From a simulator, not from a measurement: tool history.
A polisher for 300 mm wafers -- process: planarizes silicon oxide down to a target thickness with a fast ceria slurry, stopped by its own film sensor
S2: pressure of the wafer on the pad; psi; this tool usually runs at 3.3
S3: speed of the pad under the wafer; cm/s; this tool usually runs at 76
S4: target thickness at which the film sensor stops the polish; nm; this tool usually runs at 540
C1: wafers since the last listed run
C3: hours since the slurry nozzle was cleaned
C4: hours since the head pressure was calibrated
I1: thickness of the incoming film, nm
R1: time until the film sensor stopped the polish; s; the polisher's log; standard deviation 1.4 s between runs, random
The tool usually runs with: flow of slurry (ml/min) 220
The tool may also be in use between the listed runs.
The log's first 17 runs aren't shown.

{"run": 18, "hour": 1640.1, "flow of slurry (ml/min)": 190, "S2": 3.3, "S3": 76, "S4": 540, "C1": 556, "wafers polished on this pad": 856, "C3": 325.2, "C4": 270.9, "I1": 1384.6, "R1": 69.9}
{"run": 19, "hour": 1694.2, "flow of slurry (ml/min)": 220, "S2": 3.3, "S3": 98, "S4": 706, "C1": 642, "wafers polished on this pad": 1499, "C3": 379.3, "C4": 325.0, "I1": 1394.6, "R1": 45.9}
{"run": 20, "hour": 1747.0, "flow of slurry (ml/min)": 175, "S2": 3.0, "S3": 76, "S4": 619, "C1": 626, "wafers polished on this pad": 2126, "C3": 432.1, "C4": 377.8, "I1": 1397.4, "R1": 75.5}
{"run": 21, "hour": 1795.1, "flow of slurry (ml/min)": 220, "S2": 3.3, "S3": 76, "S4": 540, "C1": 571, "wafers polished on this pad": 2697, "C3": 480.2, "C4": 425.9, "I1": 1392.7, "R1": 73.7}
{"run": 22, "hour": 1880.9, "flow of slurry (ml/min)": 275, "S2": 3.3, "S3": 76, "S4": 540, "C1": 1018, "wafers polished on this pad": 3716, "C3": 566.0, "C4": 511.7, "I1": 1409.9, "R1": 71.2}
{"run": 23, "hour": 1957.3, "flow of slurry (ml/min)": 220, "S2": 3.3, "S3": 62, "S4": 809, "C1": 907, "wafers polished on this pad": 4623, "C3": 642.4, "C4": 588.1, "I1": 1418.1, "R1": 64.8}
{"run": 24, "hour": 2014.3, "flow of slurry (ml/min)": 220, "S2": 3.3, "S3": 76, "S4": 540, "C1": 676, "wafers polished on this pad": 5300, "C3": 699.4, "C4": 645.1, "I1": 1426.4, "R1": 79.5}
{"hour": 2072.9, "done": "slurry nozzle cleaned"}
{"run": 25, "hour": 2096.5, "flow of slurry (ml/min)": 220, "S2": 4.0, "S3": 76, "S4": 330, "C1": 964, "wafers polished on this pad": 6264, "C3": 23.6, "C4": 727.3, "I1": 1383.3, "R1": 72.8}
{"hour": 2157.5, "done": "worn pad replaced by a new one"}
{"run": 26, "hour": 2181.1, "flow of slurry (ml/min)": 220, "S2": 3.3, "S3": 76, "S4": 652, "C1": 957, "wafers polished on this pad": 279, "C3": 108.2, "C4": 811.9, "I1": 1423.1, "R1": 62.4}
{"run": 27, "hour": 2221.6, "flow of slurry (ml/min)": 220, "S2": 3.3, "S3": 76, "S4": 704, "C1": 480, "wafers polished on this pad": 760, "C3": 148.7, "C4": 852.4, "I1": 1422.8, "R1": 58.7}
{"run": 28, "hour": 2319.2, "flow of slurry (ml/min)": 195, "S2": 3.7, "S3": 84, "S4": 361, "C1": 1158, "wafers polished on this pad": 1919, "C3": 246.3, "C4": 950.0, "I1": 1399.5, "R1": 71.9}
{"run": 29, "hour": 2408.4, "flow of slurry (ml/min)": 270, "S2": 4.1, "S3": 92, "S4": 655, "C1": 1059, "wafers polished on this pad": 2978, "C3": 335.5, "C4": 1039.2, "I1": 1423.1, "R1": 40.2}
{"run": 30, "hour": 2447.0, "flow of slurry (ml/min)": 220, "S2": 3.3, "S3": 88, "S4": 540, "C1": 458, "wafers polished on this pad": 3437, "C3": 374.1, "C4": 1077.8, "I1": 1404.1, "R1": 62.2}

Predict the results of run 31:
{"run": 31, "hour": 2702.6, "flow of slurry (ml/min)": 220, "S2": 3.3, "S3": 76, "S4": 540, "C1": 3035, "wafers polished on this pad": 6472, "C3": 629.7, "C4": 1333.4, "I1": 1394.6, "R1": "?"}

{"run 31": {"R1": 75.4}}
Minus the tool's unlogged condition, the same run would have read R1 72.2 s.
